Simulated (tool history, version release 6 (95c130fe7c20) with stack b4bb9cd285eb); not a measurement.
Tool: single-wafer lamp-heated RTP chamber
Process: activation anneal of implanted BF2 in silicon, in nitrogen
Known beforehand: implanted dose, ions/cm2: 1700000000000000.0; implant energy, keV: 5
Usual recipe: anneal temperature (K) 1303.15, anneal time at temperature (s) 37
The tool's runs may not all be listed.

run	day	anneal temperature (K)	anneal time at temperature (s)	wafers since the last listed run	wafers since the last pyrometer calibration	wafers since the reflector plate was cleaned	hours since the gauge calibration	read-back reference wafer on the same gauge, sheet resistance	sheet resistance of the implanted and annealed layer (ohm/square)
1	0	1316.15	28	0	2177	5116	279.1	157.8	152.34
2	0.754	1316.15	28	268	2445	5384	297.2	158	151.34
3	1.692	1321.15	47	333	2778	5717	319.7	158.11	130.83
4	2.804	1321.15	47	395	3174	6113	346.4	158.1	129.88
5	3.671	1303.15	37	307	3482	6421	367.2	157.94	155.01
6	4.492	1303.15	37	291	3773	6712	386.9	157.86	154.94
7	5.65	1303.15	37	411	4185	7124	414.7	157.98	155.11
8	6.358	1303.15	37	251	4437	7376	431.7	158.13	155.05
9	7.779	1320.15	37	504	4942	7880	465.8	158.11	139.17
10	8.667	1303.15	37	315	5257	8196	487.1	158.14	155.89
11	10.104	1316.15	37	510	5768	8707	521.6	158.03	142.41
12	11.592	1316.15	37	528	6296	9235	557.3	158.02	143.38
# day 12.442: pyrometer window cleaned and pyrometer calibrated
13	12.479	1303.15	37	196	13	9432	578.6	157.98	153.92
14	13.846	1303.15	37	485	499	9918	611.4	158.02	154.79
15	18.175	1303.15	37	1538	2037	11456	715.3	157.9	154.77
# day 18.508: gauge calibrated
16	18.988	1303.15	37	288	2326	11745	11.5	158.07	154.89
17	19.592	1303.15	37	214	2540	11960	26	158.25	154.44
# day 19.954: reflector plate cleaned
18	20.25	1284.15	37	115	2656	104	41.8	157.99	178.63
19	21.396	1303.15	37	407	3063	511	69.3	158.13	151.9
20	22.812	1287.15	37	503	3567	1015	103.3	157.96	172.14
21	24.112	1303.15	55	461	4029	1477	134.5	158.18	137.46
22	25.579	1324.15	59	521	4550	1998	169.7	158.09	115.79
23	26.408	1277.15	37	294	4844	2293	189.6	158.01	189.3
24	27.004	1275.15	37	211	5056	2504	203.9	158.1	194.25
25	27.925	1303.15	37	327	5383	2832	226	157.9	151.54
# day 28.717: reflector plate cleaned, repeated, since the last time left the tool worse
26	29.071	1303.15	37	288	5672	126	253.5	157.99	157.66
27	29.579	1303.15	37	180	5853	306	265.7	158.06	157.45
28	30.329	1325.15	24	266	6119	573	283.7	157.97	149.67
# day 31.517: pyrometer window cleaned and pyrometer calibrated
29	31.538	1329.15	26	310	6	884	312.7	158.07	142.05
30	32.146	1318.15	47	216	223	1100	327.3	157.72	135.5
31	33.308	1290.15	20	413	636	1513	355.2	157.83	215.27
32	34.804	1327.15	26	531	1167	2045	391.1	158	143.99
33	35.767	1316.15	51	342	1509	2387	414.2	158.05	133.02
34	37.038	1303.15	23	451	1961	2838	444.7	157.89	178.19
35	38.458	1303.15	37	504	2466	3343	478.8	158.02	156.09
36	39.088	1326.15	37	223	2689	3567	493.9	158.02	133.52
37	40.208	1303.15	37	398	3088	3965	520.8	157.92	155.11

The tool's hidden state at each run:
true wafer temperature minus pyrometer reading, K: 0 at every run
gauge reads high (%): 0 at every run
H1: wafer temperature error from the tarnished reflector plate, K
run	H1
1	2.58
2	2.64
3	2.7
4	2.77
5	2.82
6	2.86
7	2.92
8	2.95
9	3
10	3.03
11	3.08
12	3.12
13	3.14
14	3.17
15	3.25
16	3.26
17	3.27
18	5.26
19	5.58
20	5.93
21	6.21
22	6.49
23	6.63
24	6.73
25	6.86
26	0.145
27	0.29
28	0.491
29	0.787
30	0.924
31	1.16
32	1.44
33	1.6
34	1.78
35	1.97
36	2.04
37	2.16

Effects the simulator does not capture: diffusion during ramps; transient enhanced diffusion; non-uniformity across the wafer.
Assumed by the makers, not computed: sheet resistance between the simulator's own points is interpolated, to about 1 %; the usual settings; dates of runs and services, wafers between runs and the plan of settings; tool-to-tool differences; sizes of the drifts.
